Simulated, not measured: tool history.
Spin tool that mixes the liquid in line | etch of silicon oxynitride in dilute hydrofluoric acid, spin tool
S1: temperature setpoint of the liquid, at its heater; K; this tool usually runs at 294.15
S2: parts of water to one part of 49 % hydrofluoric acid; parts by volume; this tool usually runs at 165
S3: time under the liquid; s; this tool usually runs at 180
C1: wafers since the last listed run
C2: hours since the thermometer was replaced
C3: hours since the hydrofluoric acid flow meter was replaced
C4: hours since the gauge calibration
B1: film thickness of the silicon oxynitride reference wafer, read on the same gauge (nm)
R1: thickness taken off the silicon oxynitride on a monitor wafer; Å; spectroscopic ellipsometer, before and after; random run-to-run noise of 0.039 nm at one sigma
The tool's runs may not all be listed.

run,hour,S1,S2,S3,C1,C2,C3,C4,B1,R1
1,0,294.15,165,180,0,2008.2,1022.8,1268.9,60.008,19.42
2,39.6,294.15,165,180,270,2047.8,1062.4,1308.5,59.988,19.05
3,71.7,294.15,165,180,218,2079.9,1094.5,1340.6,60.016,19.16
4,119.9,294.15,165,130,328,2128.1,1142.7,1388.8,60.022,14.23
5,174.3,294.15,165,130,371,2182.5,1197.1,1443.2,59.982,13.89
6,230.7,294.15,165,130,384,2238.9,1253.5,1499.6,60.021,14.03
7,288.9,297.65,165,180,397,2297.1,1311.7,1557.8,60.006,23.39
8,315.1,297.65,165,180,178,2323.3,1337.9,1584,60.002,23.28
9,343.8,294.15,105,180,195,2352,1366.6,1612.7,60.003,31.66
10,385.1,294.15,165,180,281,2393.3,1407.9,1654,60.004,20.09
11,445.8,294.15,165,180,414,2454,1468.6,1714.7,59.983,20.21
12,482.5,294.15,165,180,250,2490.7,1505.3,1751.4,60.033,20.48
# hour 488.9: thermometer replaced
13,517.7,296.15,165,130,233,28.8,1540.5,1786.6,60.02,15.53
14,587.1,299.15,105,265,473,98.2,1609.9,1856,60.014,57.86
# hour 756.4: hydrofluoric acid flow meter replaced
15,763.2,294.15,165,180,1194,274.3,6.8,2032.1,60.001,21.21
16,802.3,292.65,145,135,266,313.4,45.9,2071.2,59.986,16.8

The next listed run, before its measurement:
17,849,294.15,165,180,318,360.1,92.6,2117.9,?,?

Run 17 measured B1 60.002, R1 22.35 Å.
Without the tool's hidden state the same run would have given R1 19.2 Å.
